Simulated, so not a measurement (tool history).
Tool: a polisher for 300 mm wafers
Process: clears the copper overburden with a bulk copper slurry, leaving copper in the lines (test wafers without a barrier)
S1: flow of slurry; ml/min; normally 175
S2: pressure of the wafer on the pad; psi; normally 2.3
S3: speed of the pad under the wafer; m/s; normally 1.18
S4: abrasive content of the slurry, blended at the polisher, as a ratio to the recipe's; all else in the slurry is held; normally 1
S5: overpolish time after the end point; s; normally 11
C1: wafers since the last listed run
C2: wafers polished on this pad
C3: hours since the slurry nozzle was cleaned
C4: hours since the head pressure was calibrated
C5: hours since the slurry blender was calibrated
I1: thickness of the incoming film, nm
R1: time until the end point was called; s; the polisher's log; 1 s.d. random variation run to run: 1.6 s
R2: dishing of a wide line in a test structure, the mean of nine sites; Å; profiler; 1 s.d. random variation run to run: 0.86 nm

run 1 hour=0 | S1=175 S2=2.3 S3=1.18 S4=1 S5=11 | C1=0 C2=378 C3=44.3 C4=1234.7 C5=204.9 | I1=865.2 | R1=123.1 R2=384
-- hour=13.7 slurry blender recalibrated
run 2 hour=14.2 | S1=175 S2=2.3 S3=1.18 S4=1 S5=11 | C1=72 C2=451 C3=58.5 C4=1248.9 C5=0.5 | I1=866.5 | R1=125.9 R2=382
run 3 hour=24.4 | S1=175 S2=2.3 S3=1.18 S4=1 S5=11 | C1=60 C2=511 C3=68.7 C4=1259.1 C5=10.7 | I1=880 | R1=126.7 R2=371
run 4 hour=41.5 | S1=175 S2=2.3 S3=1.18 S4=1 S5=11 | C1=101 C2=613 C3=85.8 C4=1276.2 C5=27.8 | I1=871.2 | R1=126.2 R2=368
run 5 hour=48.1 | S1=175 S2=2.3 S3=1.18 S4=1 S5=11 | C1=39 C2=652 C3=92.4 C4=1282.8 C5=34.4 | I1=862.6 | R1=124.6 R2=364
run 6 hour=79.4 | S1=175 S2=2.3 S3=1.18 S4=1 S5=11 | C1=185 C2=838 C3=123.7 C4=1314.1 C5=65.7 | I1=863.5 | R1=127.7 R2=347
run 7 hour=96.4 | S1=175 S2=2.3 S3=1.26 S4=1 S5=11 | C1=101 C2=939 C3=140.7 C4=1331.1 C5=82.7 | I1=880.6 | R1=124.5 R2=381
run 8 hour=110 | S1=175 S2=2.3 S3=1.18 S4=1 S5=11 | C1=80 C2=1020 C3=154.3 C4=1344.7 C5=96.3 | I1=856.4 | R1=129 R2=353
run 9 hour=125.5 | S1=175 S2=2.3 S3=1.18 S4=1 S5=11 | C1=92 C2=1112 C3=169.8 C4=1360.2 C5=111.8 | I1=855.3 | R1=132.5 R2=363
run 10 hour=133.5 | S1=175 S2=2.3 S3=1.18 S4=1 S5=11 | C1=47 C2=1160 C3=177.8 C4=1368.2 C5=119.8 | I1=868.9 | R1=135.8 R2=355
-- hour=139.5 worn pad replaced by a new one
run 11 hour=140.8 | S1=160 S2=2.3 S3=1.18 S4=1 S5=11 | C1=19 C2=7 C3=185.1 C4=1375.5 C5=127.1 | I1=858.9 | R1=122.5 R2=370
run 12 hour=149.6 | S1=160 S2=2.3 S3=1.18 S4=1 S5=11 | C1=52 C2=59 C3=193.9 C4=1384.3 C5=135.9 | I1=868 | R1=123.2 R2=375
run 13 hour=164.1 | S1=175 S2=2.3 S3=1.18 S4=1 S5=11 | C1=86 C2=145 C3=208.4 C4=1398.8 C5=150.4 | I1=869.9 | R1=124.6 R2=388
-- hour=173.6 slurry nozzle cleaned
run 14 hour=178 | S1=175 S2=2.3 S3=1.18 S4=1 S5=13 | C1=76 C2=222 C3=4.4 C4=1412.7 C5=164.3 | I1=882 | R1=121.6 R2=407
run 15 hour=195.7 | S1=175 S2=2.6 S3=1.18 S4=1 S5=11 | C1=105 C2=327 C3=22.1 C4=1430.4 C5=182 | I1=878 | R1=109.5 R2=411
run 16 hour=204.9 | S1=175 S2=2.3 S3=0.94 S4=1.1 S5=11 | C1=54 C2=382 C3=31.3 C4=1439.6 C5=191.2 | I1=860.9 | R1=152.4 R2=330
-- hour=210.3 head pressure recalibrated
run 17 hour=217.9 | S1=195 S2=2.3 S3=0.94 S4=1 S5=11 | C1=65 C2=447 C3=44.3 C4=7.6 C5=204.2 | I1=884.5 | R1=157.1 R2=334
run 18 hour=223.9 | S1=195 S2=2.8 S3=1.18 S4=1 S5=16 | C1=35 C2=483 C3=50.3 C4=13.6 C5=210.2 | I1=870.4 | R1=103.3 R2=505
-- hour=227.7 slurry blender recalibrated
run 19 hour=241.4 | S1=175 S2=2.3 S3=1.18 S4=1 S5=11 | C1=92 C2=575 C3=67.8 C4=31.1 C5=13.7 | I1=884.7 | R1=131.9 R2=366
run 20 hour=250.9 | S1=200 S2=2.3 S3=0.96 S4=1 S5=13 | C1=56 C2=632 C3=77.3 C4=40.6 C5=23.2 | I1=876.5 | R1=154.9 R2=360
run 21 hour=260 | S1=175 S2=2.3 S3=1.18 S4=1 S5=11 | C1=54 C2=686 C3=86.4 C4=49.7 C5=32.3 | I1=865.7 | R1=128.6 R2=363
run 22 hour=267.1 | S1=175 S2=2.3 S3=0.98 S4=1 S5=7 | C1=42 C2=728 C3=93.5 C4=56.8 C5=39.4 | I1=863.3 | R1=153.9 R2=239
run 23 hour=281.4 | S1=215 S2=2.3 S3=1.18 S4=1 S5=11 | C1=84 C2=813 C3=107.8 C4=71.1 C5=53.7 | I1=884.5 | R1=127.9 R2=374
run 24 hour=294.9 | S1=175 S2=2 S3=0.94 S4=1.15 S5=13 | C1=80 C2=893 C3=121.3 C4=84.6 C5=67.2 | I1=863.6 | R1=185.5 R2=318

What if the next run were any one of these 4? Each begins from the tool's condition after run 24:
run A hour=295.4 | S1=175 S2=2.3 S3=1.18 S4=1 S5=11 | C1=2 C2=896 C3=121.8 C4=85.1 C5=67.7 | I1=879.5 | R1=? R2=?
run B hour=295.4 | S1=220 S2=1.5 S3=1.18 S4=0.75 S5=5 | C1=2 C2=896 C3=121.8 C4=85.1 C5=67.7 | I1=879.5 | R1=? R2=?
run C hour=295.4 | S1=175 S2=2 S3=1.18 S4=0.9 S5=11 | C1=2 C2=896 C3=121.8 C4=85.1 C5=67.7 | I1=879.5 | R1=? R2=?
run D hour=295.4 | S1=115 S2=2.3 S3=0.76 S4=1.1 S5=6 | C1=2 C2=896 C3=121.8 C4=85.1 C5=67.7 | I1=879.5 | R1=? R2=?

run=A R1=134.2 R2=364
run=B R1=209.2 R2=140
run=C R1=156.9 R2=326
run=D R1=215.7 R2=162
The same runs, with their run-to-run variation unchanged, on a tool lacking any hidden condition would have given:
run=A R1=120.9 R2=387
run=B R1=189.5 R2=153
run=C R1=141.3 R2=348
run=D R1=192.1 R2=179
